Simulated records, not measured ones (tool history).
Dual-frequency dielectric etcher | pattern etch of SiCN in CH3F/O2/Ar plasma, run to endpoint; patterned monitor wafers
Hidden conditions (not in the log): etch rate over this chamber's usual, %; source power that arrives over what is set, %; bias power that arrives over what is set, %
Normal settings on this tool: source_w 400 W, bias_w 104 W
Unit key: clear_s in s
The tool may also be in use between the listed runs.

run,hour,source_w,bias_w,wafers since the last listed run,hours since the last wet clean,hours since the last source power generator calibration,hours since the last bias power generator calibration,hours since the last upper electrode change,"incoming incoming film thickness, nm",clear_s
1,0,400,104,0,422.2,1326.8,3181.1,1968.5,6.8,16.8
2,62.7,400,104,602,484.9,1389.5,3243.8,2031.2,6.89,16.9
3,97.8,400,104,337,520,1424.6,3278.9,2066.3,6.76,16.6
# hour 172.1: wet clean of the chamber
4,172.6,400,104,487,0.5,1499.4,3353.7,2141.1,6.77,16.9
5,222.4,450,114,478,50.3,1549.2,3403.5,2190.9,6.83,15.7
6,265.8,450,114,416,93.7,1592.6,3446.9,2234.3,6.78,15.6
7,309.7,450,114,421,137.6,1636.5,3490.8,2278.2,6.83,15.7
8,348.8,470,123,375,176.7,1675.6,3529.9,2317.3,6.78,14.8
9,420.4,470,123,687,248.3,1747.2,3601.5,2388.9,6.81,14.9
10,462.9,470,123,408,290.8,1789.7,3644,2431.4,6.8,14.8
11,492.5,400,104,284,320.4,1819.3,3673.6,2461,6.84,16.8
12,523.3,400,104,295,351.2,1850.1,3704.4,2491.8,6.81,16.8
# hour 564.5: bias power generator calibrated
13,686.3,350,126,1527,514.2,2013.1,121.8,2654.8,6.72,16.1
# hour 732: upper electrode replaced
# hour 739.9: source power generator calibrated
# hour 748.5: wet clean of the chamber
14,749,370,84,250,0.5,9.1,184.5,17,6.74,17.8
15,789.6,400,104,389,41.1,49.7,225.1,57.6,6.9,16.2
16,856.9,370,92,646,108.4,117,292.4,124.9,6.8,17.2
17,884.4,450,104,264,135.9,144.5,319.9,152.4,6.77,15.1
18,926.1,300,118,400,177.6,186.2,361.6,194.1,6.75,16.6
# hour 967.9: wet clean of the chamber, repeated, since the last time left the tool worse
19,968.4,400,104,175,0.5,228.5,403.9,236.4,6.8,16.8
20,1030.9,330,119,600,63,291,466.4,298.9,6.83,17.5
21,1068.9,400,104,365,101,329,504.4,336.9,6.72,16.6
22,1132.7,470,104,612,164.8,392.8,568.2,400.7,6.81,16
23,1305.3,470,123,1657,337.4,565.4,740.8,573.3,6.82,14.7
24,1374.8,470,123,667,406.9,634.9,810.3,642.8,6.86,14.7

Run 25 has not been measured yet. What should we expect?
25,1421,340,118,443,453.1,681.1,856.5,689,6.82,?

{"run 25": {"clear_s": 16.8}}
With no hidden state in the tool, this same run would have given clear_s 17.3 s.
